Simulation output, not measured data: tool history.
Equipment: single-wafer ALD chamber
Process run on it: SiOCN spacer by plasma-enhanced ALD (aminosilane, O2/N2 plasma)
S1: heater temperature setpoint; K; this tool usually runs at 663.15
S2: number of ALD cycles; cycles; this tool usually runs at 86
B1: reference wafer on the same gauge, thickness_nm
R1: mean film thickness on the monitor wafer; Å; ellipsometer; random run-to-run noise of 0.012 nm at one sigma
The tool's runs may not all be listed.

run,hour,S1,S2,B1,R1
1,0,663.15,86,3.96,47.04
2,61.5,663.15,86,3.957,47.2
3,165.8,663.15,86,3.953,46.97
4,270.1,663.15,86,3.951,46.97
5,359.9,663.15,86,3.943,46.98
6,408.5,663.15,86,3.949,46.78
7,491.8,663.15,86,3.944,46.81
8,550.1,663.15,86,3.942,46.78
9,618.1,663.15,86,3.938,46.6
10,718.8,663.15,86,3.929,46.72
11,877.7,663.15,86,3.923,46.45
12,957.5,663.15,86,3.915,46.48
# hour 1082.1: gauge calibrated
13,1104.7,674.15,86,4.017,47.62
14,1141.1,674.15,86,4.01,47.55
15,1188.7,656.15,86,4.013,47.9
16,1274.3,656.15,86,4.006,47.52
# hour 1353.7: thermocouple changed; heater temperature recalibrated
17,1534.4,663.15,86,4.008,47.53
18,1607.6,663.15,86,4.01,47.41
19,1683.2,663.15,86,4.008,47.64
20,1759,663.15,86,4.006,47.53
21,1828.3,674.15,103,4.008,56.78
22,1882.2,677.15,75,4.001,41.07
23,1969.5,663.15,86,4.007,47.48
24,2077.1,663.15,71,3.997,39.22
25,2145.8,663.15,86,4.006,47.44
26,2188.9,663.15,86,4.002,47.65
27,2287.6,657.15,77,3.996,42.46
28,2350.6,663.15,86,3.996,47.52
# hour 2408.3: thermocouple changed; heater temperature recalibrated
29,2423.3,670.15,75,3.994,41.23
30,2508,672.15,93,3.991,51.2
31,2593.1,659.15,103,3.994,56.88
32,2648.7,668.15,97,3.983,53.33
33,2705.8,652.15,75,3.989,41.31
34,2759.8,658.15,86,3.991,47.43
35,2862.3,670.15,71,3.983,39.01
36,2908.3,677.15,81,3.981,44.22
37,3008.9,663.15,86,3.98,47.28
38,3045.2,654.15,97,3.98,53.41

For each run, the measured value with the value that run would have given without the tool's hidden condition subtracted. The run-to-run variation is shared by both, the gauge scatter possibly not:
Hidden state at play: wafer temperature above the value expected at the setpoint (K); gauge reads high (%).
run,R1
1,-0.58
2,-0.61
3,-0.66
4,-0.71
5,-0.75
6,-0.77
7,-0.82
8,-0.86
9,-0.88
10,-0.94
11,-1.04
12,-1.09
13,+0
14,+0
15,+0
16,-0.01
17,-0.02
18,-0.02
19,-0.04
20,-0.04
21,-0.06
22,-0.05
23,-0.08
24,-0.09
25,-0.11
26,-0.12
27,-0.14
28,-0.16
29,-0.16
30,-0.22
31,-0.27
32,-0.28
33,-0.23
34,-0.28
35,-0.26
36,-0.32
37,-0.37
38,-0.44
